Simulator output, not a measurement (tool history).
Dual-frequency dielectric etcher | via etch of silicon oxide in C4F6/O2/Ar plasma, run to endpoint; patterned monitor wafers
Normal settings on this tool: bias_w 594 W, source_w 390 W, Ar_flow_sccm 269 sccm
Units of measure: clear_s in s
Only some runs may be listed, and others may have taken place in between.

| run | hour | bias_w | source_w | Ar_flow_sccm | wafers since the last listed run | hours since the last wet clean | hours since the last bias power generator calibration | hours since the last source power generator calibration | hours since the last Ar flow controller change | hours since the last upper electrode change | incoming incoming film thickness, nm | clear_s |
|---|---|---|---|---|---|---|---|---|---|---|---|---|
| 1 | 0 | 594 | 410 | 269 | 0 | 390.8 | 2480.9 | 1351.9 | 2281.6 | 2172 | 156.9 | 31.3 |
|  | 44.3 | wet clean of the chamber |
| 2 | 44.8 | 594 | 410 | 269 | 351 | 0.5 | 2525.7 | 1396.7 | 2326.4 | 2216.8 | 157.9 | 31 |
| 3 | 100.7 | 594 | 390 | 269 | 945 | 56.4 | 2581.6 | 1452.6 | 2382.3 | 2272.7 | 156.9 | 31.4 |
| 4 | 140 | 594 | 390 | 269 | 664 | 95.7 | 2620.9 | 1491.9 | 2421.6 | 2312 | 157 | 31.5 |
| 5 | 202.2 | 594 | 390 | 269 | 1051 | 157.9 | 2683.1 | 1554.1 | 2483.8 | 2374.2 | 157.4 | 31.7 |
| 6 | 255.1 | 594 | 450 | 269 | 894 | 210.8 | 2736 | 1607 | 2536.7 | 2427.1 | 157.3 | 29.9 |
| 7 | 281.3 | 594 | 450 | 269 | 442 | 237 | 2762.2 | 1633.2 | 2562.9 | 2453.3 | 158.7 | 30 |
|  | 438.9 | upper electrode replaced |
| 8 | 456.7 | 594 | 450 | 269 | 2559 | 412.4 | 2937.6 | 1808.6 | 2738.3 | 17.8 | 156.8 | 30.1 |
|  | 472.2 | Ar flow controller replaced |
|  | 519.8 | wet clean of the chamber |
| 9 | 524.4 | 594 | 390 | 292 | 637 | 4.6 | 3005.3 | 1876.3 | 52.2 | 85.5 | 157.7 | 31.5 |
| 10 | 584.2 | 594 | 390 | 292 | 1011 | 64.4 | 3065.1 | 1936.1 | 112 | 145.3 | 161.2 | 32.4 |
| 11 | 638.9 | 594 | 390 | 292 | 924 | 119.1 | 3119.8 | 1990.8 | 166.7 | 200 | 156.8 | 31.6 |
| 12 | 686.7 | 634 | 390 | 269 | 808 | 166.9 | 3167.6 | 2038.6 | 214.5 | 247.8 | 158 | 30.6 |
| 13 | 753.9 | 634 | 390 | 269 | 1136 | 234.1 | 3234.8 | 2105.8 | 281.7 | 315 | 160.8 | 31.1 |
| 14 | 785 | 594 | 390 | 269 | 525 | 265.2 | 3265.9 | 2136.9 | 312.8 | 346.1 | 156.7 | 31.4 |
|  | 801 | source power generator calibrated |
| 15 | 841.9 | 491 | 360 | 230 | 894 | 322.1 | 3322.8 | 40.9 | 369.7 | 403 | 157.6 | 35.7 |
| 16 | 868.3 | 518 | 430 | 217 | 446 | 348.5 | 3349.2 | 67.3 | 396.1 | 429.4 | 158.9 | 32.5 |
|  | 901.9 | wet clean of the chamber |
| 17 | 909.2 | 594 | 390 | 269 | 285 | 7.3 | 3390.1 | 108.2 | 437 | 470.3 | 158.1 | 31.2 |
| 18 | 951.5 | 536 | 390 | 269 | 715 | 49.6 | 3432.4 | 150.5 | 479.3 | 512.6 | 158.5 | 33.2 |
| 19 | 997.8 | 594 | 390 | 269 | 782 | 95.9 | 3478.7 | 196.8 | 525.6 | 558.9 | 157.9 | 31.2 |
| 20 | 1030.4 | 632 | 440 | 236 | 551 | 128.5 | 3511.3 | 229.4 | 558.2 | 591.5 | 159.3 | 28.8 |
|  | 1077.6 | bias power generator calibrated |
| 21 | 1083.2 | 685 | 420 | 217 | 825 | 181.3 | 5.6 | 282.2 | 611 | 644.3 | 158.1 | 28.4 |
| 22 | 1146.8 | 594 | 340 | 217 | 1075 | 244.9 | 69.2 | 345.8 | 674.6 | 707.9 | 156.3 | 32.8 |
| 23 | 1208.5 | 478 | 390 | 269 | 1043 | 306.6 | 130.9 | 407.5 | 736.3 | 769.6 | 158.7 | 36.5 |
| 24 | 1241.5 | 541 | 390 | 269 | 557 | 339.6 | 163.9 | 440.5 | 769.3 | 802.6 | 159.1 | 34.4 |
| 25 | 1303.6 | 670 | 330 | 213 | 1049 | 401.7 | 226 | 502.6 | 831.4 | 864.7 | 158.9 | 31.9 |
|  | 1332.5 | wet clean of the chamber |
| 26 | 1370.9 | 479 | 330 | 238 | 732 | 38.4 | 293.3 | 569.9 | 898.7 | 932 | 159.8 | 37.9 |
| 27 | 1433.1 | 594 | 460 | 209 | 1051 | 100.6 | 355.5 | 632.1 | 960.9 | 994.2 | 158.2 | 29 |
| 28 | 1482.6 | 594 | 390 | 305 | 836 | 150.1 | 405 | 681.6 | 1010.4 | 1043.7 | 159.8 | 32.6 |

Forecast each of these 5 alternatives for the next run:
| A | 1483 | 594 | 390 | 269 | 6 | 150.5 | 405.4 | 682 | 1010.8 | 1044.1 | 157.5 | ? |
| B | 1483 | 636 | 310 | 229 | 6 | 150.5 | 405.4 | 682 | 1010.8 | 1044.1 | 157.5 | ? |
| C | 1483 | 509 | 390 | 269 | 6 | 150.5 | 405.4 | 682 | 1010.8 | 1044.1 | 157.5 | ? |
| D | 1483 | 557 | 460 | 269 | 6 | 150.5 | 405.4 | 682 | 1010.8 | 1044.1 | 157.5 | ? |
| E | 1483 | 594 | 420 | 214 | 6 | 150.5 | 405.4 | 682 | 1010.8 | 1044.1 | 157.5 | ? |

| run | clear_s |
|---|---|
| A | 31.7 |
| B | 33 |
| C | 34.4 |
| D | 30.7 |
| E | 30.1 |
The same runs, with their run-to-run variation unchanged, on a tool lacking any hidden condition would have given:
| run | clear_s |
|---|---|
| A | 31.7 |
| B | 33 |
| C | 34.4 |
| D | 30.7 |
| E | 30 |

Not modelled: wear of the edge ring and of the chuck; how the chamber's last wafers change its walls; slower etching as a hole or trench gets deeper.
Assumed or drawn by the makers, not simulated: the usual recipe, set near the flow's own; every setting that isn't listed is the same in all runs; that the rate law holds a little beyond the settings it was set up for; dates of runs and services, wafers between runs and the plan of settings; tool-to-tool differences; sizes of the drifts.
